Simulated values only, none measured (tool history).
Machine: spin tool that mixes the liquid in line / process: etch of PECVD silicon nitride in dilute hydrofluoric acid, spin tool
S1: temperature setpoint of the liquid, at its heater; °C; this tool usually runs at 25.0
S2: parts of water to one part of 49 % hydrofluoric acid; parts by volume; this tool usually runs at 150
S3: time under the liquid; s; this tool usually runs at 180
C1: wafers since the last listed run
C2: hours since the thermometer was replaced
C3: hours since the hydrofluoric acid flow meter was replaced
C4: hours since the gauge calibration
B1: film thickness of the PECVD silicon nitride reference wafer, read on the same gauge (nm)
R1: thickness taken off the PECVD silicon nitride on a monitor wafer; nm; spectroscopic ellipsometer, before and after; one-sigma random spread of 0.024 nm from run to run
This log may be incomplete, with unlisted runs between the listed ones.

run,day,S1,S2,S3,C1,C2,C3,C4,B1,R1
1,0.000,25.0,110,180,0,1197.2,1070.6,114.2,29.990,3.998
2,2.962,25.0,150,180,513,1268.3,1141.7,185.3,30.023,2.900
3,4.725,28.5,150,180,305,1310.6,1184.0,227.6,30.031,3.644
4,6.250,28.5,150,180,264,1347.2,1220.6,264.2,29.987,3.569
5,8.938,28.5,150,180,465,1411.7,1285.1,328.7,30.007,3.598
6,11.417,21.5,150,180,429,1471.2,1344.6,388.2,29.982,2.308
7,14.079,25.0,150,180,461,1535.1,1408.5,452.1,30.016,2.849
# day 16.208: hydrofluoric acid flow meter replaced
8,16.592,25.0,150,180,428,1595.4,9.2,512.4,30.010,2.664
9,17.721,25.0,100,280,195,1622.5,36.3,539.5,29.998,6.208
10,18.858,25.0,150,180,197,1649.8,63.6,566.8,29.983,2.685
11,20.733,25.0,150,290,324,1694.8,108.6,611.8,30.001,4.202
# day 21.150: hydrofluoric acid flow meter replaced, repeated, since the last time left the tool worse
# day 22.004: thermometer replaced
12,22.121,25.0,150,215,225,2.8,23.3,645.1,30.014,3.709
# day 23.050: gauge calibrated
13,24.950,29.0,205,180,490,70.7,91.2,45.6,29.994,2.861
14,27.571,21.0,125,250,454,133.6,154.1,108.5,30.010,3.936
15,28.933,29.0,205,180,236,166.3,186.8,141.2,29.991,2.841

Alternative continuations, all from the tool just after run 15; predict every row:
A,28.954,25.0,150,180,3,166.8,187.3,141.7,?,?
B,28.954,26.5,225,180,3,166.8,187.3,141.7,?,?
C,28.954,22.5,200,255,3,166.8,187.3,141.7,?,?
D,28.954,22.0,90,125,3,166.8,187.3,141.7,?,?
E,28.954,22.0,95,95,3,166.8,187.3,141.7,?,?

run,B1,R1
A,29.992,3.118
B,29.992,2.285
C,29.992,2.832
D,29.992,2.944
E,29.992,2.122
Without the tool's hidden state the same runs would have given:
run,R1
A,3.149
B,2.308
C,2.860
D,2.973
E,2.143
